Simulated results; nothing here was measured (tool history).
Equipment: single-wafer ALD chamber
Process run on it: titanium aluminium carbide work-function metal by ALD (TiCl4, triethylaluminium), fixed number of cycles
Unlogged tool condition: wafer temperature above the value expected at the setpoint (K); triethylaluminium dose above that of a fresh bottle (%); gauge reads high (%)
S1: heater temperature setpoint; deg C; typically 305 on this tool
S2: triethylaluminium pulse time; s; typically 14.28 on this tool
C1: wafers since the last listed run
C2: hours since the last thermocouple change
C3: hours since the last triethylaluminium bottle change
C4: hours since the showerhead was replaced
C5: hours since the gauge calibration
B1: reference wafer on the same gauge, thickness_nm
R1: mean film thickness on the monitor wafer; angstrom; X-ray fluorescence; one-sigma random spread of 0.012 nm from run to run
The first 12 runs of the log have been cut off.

run	hour	S1	S2	C1	C2	C3	C4	C5	B1	R1
13	652.6	305	14.28	650	1316.4	540.2	3213.3	2078.9	2.025	21.81
14	703.6	312	11.32	554	1367.4	591.2	3264.3	2129.9	2.032	22.07
# hour 769.4: thermocouple changed; heater temperature recalibrated
15	771.1	295	14.28	646	1.7	658.7	3331.8	2197.4	2.030	20.59
16	820.5	301	18.90	536	51.1	708.1	3381.2	2246.8	2.027	21.10
17	919.4	320	18.99	1074	150.0	807.0	3480.1	2345.7	2.030	23.40
# hour 932.6: showerhead replaced
18	967.8	305	14.28	439	198.4	855.4	35.2	2394.1	2.039	21.52
19	1000.2	320	12.82	352	230.8	887.8	67.6	2426.5	2.031	23.29
20	1070.7	293	16.40	766	301.3	958.3	138.1	2497.0	2.032	20.54
# hour 1092.9: triethylaluminium bottle replaced
21	1107.4	291	19.77	311	338.0	14.5	174.8	2533.7	2.032	20.41
22	1159.3	300	16.79	564	389.9	66.4	226.7	2585.6	2.041	21.29
23	1215.8	318	11.83	613	446.4	122.9	283.2	2642.1	2.035	22.66
# hour 1225.7: gauge calibrated
24	1259.2	312	17.81	471	489.8	166.3	326.6	33.5	1.903	21.07
25	1306.6	319	9.98	515	537.2	213.7	374.0	80.9	1.909	21.17

What does the tool deliver on the next run?
26	1353.1	305	14.28	505	583.7	260.2	420.5	127.4	?	?

{"run 26": {"B1": 1.916, "R1": 20.65}}
Take away the tool's hidden state, keep the run-to-run variation as it was, and the same run would have given R1 20.51 angstrom.

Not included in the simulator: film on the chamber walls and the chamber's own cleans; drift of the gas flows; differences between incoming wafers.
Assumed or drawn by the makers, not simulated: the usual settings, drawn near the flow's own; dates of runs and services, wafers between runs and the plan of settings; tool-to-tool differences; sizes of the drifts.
